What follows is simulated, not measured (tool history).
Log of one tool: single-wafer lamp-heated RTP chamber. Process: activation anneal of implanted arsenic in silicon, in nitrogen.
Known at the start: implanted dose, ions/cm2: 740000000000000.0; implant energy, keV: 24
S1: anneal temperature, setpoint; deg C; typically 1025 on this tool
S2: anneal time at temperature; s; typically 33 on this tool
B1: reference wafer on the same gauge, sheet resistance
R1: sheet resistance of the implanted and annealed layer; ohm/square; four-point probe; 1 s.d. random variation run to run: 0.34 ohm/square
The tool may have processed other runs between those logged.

| run | day | S1 | S2 | B1 | R1 |
|---|---|---|---|---|---|
| 1 | 0 | 1025 | 21 | 130 | 135.83 |
|  | 0.712 | pyrometer window cleaned and pyrometer calibrated |
| 2 | 1.408 | 1025 | 21 | 130.04 | 135.38 |
|  | 1.638 | gauge calibrated |
| 3 | 2.217 | 1025 | 21 | 129.97 | 135.02 |
| 4 | 3.588 | 1025 | 33 | 129.91 | 132.57 |
| 5 | 4.142 | 1025 | 43 | 129.98 | 130.79 |
| 6 | 5.208 | 1005 | 24 | 129.94 | 136.59 |
| 7 | 5.983 | 1005 | 24 | 129.99 | 136.42 |
| 8 | 7.212 | 1005 | 24 | 129.94 | 137.01 |
| 9 | 8.679 | 1010 | 33 | 129.98 | 133.96 |
| 10 | 9.8 | 1010 | 33 | 130.01 | 134.34 |
|  | 10.208 | reflector plate cleaned |
| 11 | 11.025 | 1025 | 33 | 130.04 | 132.39 |
| 12 | 11.938 | 1011 | 17 | 129.99 | 138 |
| 13 | 12.633 | 1025 | 50 | 129.97 | 130.02 |
| 14 | 13.642 | 1055 | 47 | 130.04 | 125.57 |
| 15 | 14.742 | 1004 | 38 | 129.98 | 134.16 |
| 16 | 15.729 | 1006 | 26 | 130.04 | 136.4 |
| 17 | 16.892 | 1025 | 21 | 129.93 | 134.77 |
|  | 17.342 | gauge calibrated |
|  | 17.492 | pyrometer window cleaned and pyrometer calibrated |
| 18 | 18.112 | 1007 | 15 | 130 | 139.37 |
| 19 | 19.467 | 1025 | 33 | 130.09 | 131.9 |
| 20 | 20.304 | 1015 | 51 | 130 | 130.73 |

What does the tool deliver on the next run?
| 21 | 21.433 | 1025 | 15 | ? | ? |

For run 21 the tool returned B1 129.98, R1 136.97 ohm/square.
Take away the tool's hidden state, keep the run-to-run variation as it was, and the same run would have given R1 137.59 ohm/square.
